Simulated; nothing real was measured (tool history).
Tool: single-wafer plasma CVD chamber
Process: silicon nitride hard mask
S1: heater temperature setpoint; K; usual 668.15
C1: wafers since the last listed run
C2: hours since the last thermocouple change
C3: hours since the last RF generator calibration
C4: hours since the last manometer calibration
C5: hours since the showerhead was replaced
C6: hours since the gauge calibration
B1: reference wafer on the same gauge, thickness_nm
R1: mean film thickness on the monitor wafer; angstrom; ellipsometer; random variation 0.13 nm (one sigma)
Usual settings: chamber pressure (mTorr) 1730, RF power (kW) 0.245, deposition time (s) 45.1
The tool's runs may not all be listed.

run 1 hour=0 | S1=660.15 chamber_pressure_(mTorr)=1730 RF_power_(kW)=0.245 deposition_time_(s)=45.1 | C1=0 C2=1941.2 C3=808.6 C4=1524.8 C5=3504.3 C6=235.4 | B1=37.109 | R1=452.49
run 2 hour=34.1 | S1=668.15 chamber_pressure_(mTorr)=1730 RF_power_(kW)=0.245 deposition_time_(s)=45.1 | C1=966 C2=1975.3 C3=842.7 C4=1558.9 C5=3538.4 C6=269.5 | B1=37.145 | R1=447.34
run 3 hour=63.8 | S1=668.15 chamber_pressure_(mTorr)=1730 RF_power_(kW)=0.245 deposition_time_(s)=45.1 | C1=841 C2=2005 C3=872.4 C4=1588.6 C5=3568.1 C6=299.2 | B1=37.209 | R1=450.51
run 4 hour=78.4 | S1=668.15 chamber_pressure_(mTorr)=1730 RF_power_(kW)=0.23 deposition_time_(s)=40.4 | C1=413 C2=2019.6 C3=887 C4=1603.2 C5=3582.7 C6=313.8 | B1=37.235 | R1=383.88
run 5 hour=104.8 | S1=668.15 chamber_pressure_(mTorr)=1730 RF_power_(kW)=0.245 deposition_time_(s)=52 | C1=748 C2=2046 C3=913.4 C4=1629.6 C5=3609.1 C6=340.2 | B1=37.344 | R1=518.38
-- hour=118.2 gauge calibrated
run 6 hour=132.6 | S1=674.15 chamber_pressure_(mTorr)=1980 RF_power_(kW)=0.245 deposition_time_(s)=45.1 | C1=787 C2=2073.8 C3=941.2 C4=1657.4 C5=3636.9 C6=14.4 | B1=36.986 | R1=466.03
run 7 hour=162.3 | S1=674.15 chamber_pressure_(mTorr)=1980 RF_power_(kW)=0.245 deposition_time_(s)=45.1 | C1=841 C2=2103.5 C3=970.9 C4=1687.1 C5=3666.6 C6=44.1 | B1=37.011 | R1=462.03
run 8 hour=191.4 | S1=668.15 chamber_pressure_(mTorr)=1730 RF_power_(kW)=0.245 deposition_time_(s)=45.1 | C1=824 C2=2132.6 C3=1000 C4=1716.2 C5=3695.7 C6=73.2 | B1=37.039 | R1=447.62
run 9 hour=209.8 | S1=668.15 chamber_pressure_(mTorr)=1730 RF_power_(kW)=0.245 deposition_time_(s)=45.1 | C1=521 C2=2151 C3=1018.4 C4=1734.6 C5=3714.1 C6=91.6 | B1=37.043 | R1=445.9
run 10 hour=224.1 | S1=668.15 chamber_pressure_(mTorr)=1730 RF_power_(kW)=0.245 deposition_time_(s)=45.1 | C1=405 C2=2165.3 C3=1032.7 C4=1748.9 C5=3728.4 C6=105.9 | B1=37.051 | R1=448.34
run 11 hour=239.7 | S1=659.15 chamber_pressure_(mTorr)=1730 RF_power_(kW)=0.245 deposition_time_(s)=38.8 | C1=442 C2=2180.9 C3=1048.3 C4=1764.5 C5=3744 C6=121.5 | B1=37.068 | R1=387.01
run 12 hour=262.4 | S1=677.15 chamber_pressure_(mTorr)=1730 RF_power_(kW)=0.245 deposition_time_(s)=45.1 | C1=643 C2=2203.6 C3=1071 C4=1787.2 C5=3766.7 C6=144.2 | B1=37.079 | R1=446.43
run 13 hour=288.9 | S1=677.15 chamber_pressure_(mTorr)=1730 RF_power_(kW)=0.245 deposition_time_(s)=45.1 | C1=750 C2=2230.1 C3=1097.5 C4=1813.7 C5=3793.2 C6=170.7 | B1=37.076 | R1=447.12
-- hour=303.3 thermocouple changed; heater temperature recalibrated
run 14 hour=310.1 | S1=677.15 chamber_pressure_(mTorr)=1730 RF_power_(kW)=0.245 deposition_time_(s)=45.1 | C1=374 C2=6.8 C3=1118.7 C4=1834.9 C5=3814.4 C6=191.9 | B1=37.128 | R1=448.35
run 15 hour=324.6 | S1=668.15 chamber_pressure_(mTorr)=1730 RF_power_(kW)=0.245 deposition_time_(s)=38.5 | C1=410 C2=21.3 C3=1133.2 C4=1849.4 C5=3828.9 C6=206.4 | B1=37.186 | R1=383.66
-- hour=341 capacitance manometer re-zeroed and calibrated
run 16 hour=354.8 | S1=668.15 chamber_pressure_(mTorr)=1730 RF_power_(kW)=0.23 deposition_time_(s)=37.4 | C1=629 C2=51.5 C3=1163.4 C4=13.8 C5=3859.1 C6=236.6 | B1=37.188 | R1=354.02
run 17 hour=380.4 | S1=668.15 chamber_pressure_(mTorr)=1730 RF_power_(kW)=0.245 deposition_time_(s)=45.1 | C1=725 C2=77.1 C3=1189 C4=39.4 C5=3884.7 C6=262.2 | B1=37.234 | R1=450.85
run 18 hour=400 | S1=676.15 chamber_pressure_(mTorr)=1730 RF_power_(kW)=0.295 deposition_time_(s)=42 | C1=555 C2=96.7 C3=1208.6 C4=59 C5=3904.3 C6=281.8 | B1=37.281 | R1=477
-- hour=439.9 RF generator calibrated
run 19 hour=494.4 | S1=668.15 chamber_pressure_(mTorr)=1730 RF_power_(kW)=0.285 deposition_time_(s)=45.1 | C1=2448 C2=191.1 C3=54.5 C4=153.4 C5=3998.7 C6=376.2 | B1=37.503 | R1=508.55
run 20 hour=518.6 | S1=668.15 chamber_pressure_(mTorr)=1730 RF_power_(kW)=0.245 deposition_time_(s)=45.1 | C1=685 C2=215.3 C3=78.7 C4=177.6 C5=4022.9 C6=400.4 | B1=37.567 | R1=452.97
run 21 hour=547.9 | S1=660.15 chamber_pressure_(mTorr)=2140 RF_power_(kW)=0.225 deposition_time_(s)=45.1 | C1=830 C2=244.6 C3=108 C4=206.9 C5=4052.2 C6=429.7 | B1=37.694 | R1=455.32
-- hour=573.9 gauge calibrated
run 22 hour=580.5 | S1=668.15 chamber_pressure_(mTorr)=1730 RF_power_(kW)=0.245 deposition_time_(s)=50.7 | C1=923 C2=277.2 C3=140.6 C4=239.5 C5=4084.8 C6=6.6 | B1=36.787 | R1=501.8
run 23 hour=597.1 | S1=678.15 chamber_pressure_(mTorr)=1380 RF_power_(kW)=0.26 deposition_time_(s)=36.5 | C1=470 C2=293.8 C3=157.2 C4=256.1 C5=4101.4 C6=23.2 | B1=36.81 | R1=343.72
-- hour=634.3 showerhead replaced
run 24 hour=695.3 | S1=668.15 chamber_pressure_(mTorr)=1730 RF_power_(kW)=0.245 deposition_time_(s)=45.1 | C1=2555 C2=392 C3=255.4 C4=354.3 C5=61 C6=121.4 | B1=36.869 | R1=445.14
run 25 hour=721.1 | S1=654.15 chamber_pressure_(mTorr)=1730 RF_power_(kW)=0.195 deposition_time_(s)=45.1 | C1=731 C2=417.8 C3=281.2 C4=380.1 C5=86.8 C6=147.2 | B1=36.897 | R1=373.43
run 26 hour=755 | S1=668.15 chamber_pressure_(mTorr)=1730 RF_power_(kW)=0.245 deposition_time_(s)=45.1 | C1=960 C2=451.7 C3=315.1 C4=414 C5=120.7 C6=181.1 | B1=36.933 | R1=447.2
run 27 hour=772.8 | S1=673.15 chamber_pressure_(mTorr)=1460 RF_power_(kW)=0.28 deposition_time_(s)=38.7 | C1=504 C2=469.5 C3=332.9 C4=431.8 C5=138.5 C6=198.9 | B1=36.965 | R1=396.84
run 28 hour=807.1 | S1=668.15 chamber_pressure_(mTorr)=1730 RF_power_(kW)=0.245 deposition_time_(s)=45.1 | C1=971 C2=503.8 C3=367.2 C4=466.1 C5=172.8 C6=233.2 | B1=37.012 | R1=448.06

Forecast each of these 3 alternatives for the next run:
run A hour=807.5 | S1=668.15 chamber_pressure_(mTorr)=1730 RF_power_(kW)=0.21 deposition_time_(s)=45.1 | C1=11 C2=504.2 C3=367.6 C4=466.5 C5=173.2 C6=233.6 | B1=? | R1=?
run B hour=807.5 | S1=674.15 chamber_pressure_(mTorr)=2070 RF_power_(kW)=0.245 deposition_time_(s)=49.3 | C1=11 C2=504.2 C3=367.6 C4=466.5 C5=173.2 C6=233.6 | B1=? | R1=?
run C hour=807.5 | S1=680.15 chamber_pressure_(mTorr)=1730 RF_power_(kW)=0.245 deposition_time_(s)=48.3 | C1=11 C2=504.2 C3=367.6 C4=466.5 C5=173.2 C6=233.6 | B1=? | R1=?

run=A B1=36.965 R1=395.15
run=B B1=36.965 R1=514.05
run=C B1=36.965 R1=474.9
Without the tool's hidden state the same runs would have given:
run=A R1=394.13
run=B R1=512.72
run=C R1=473.67
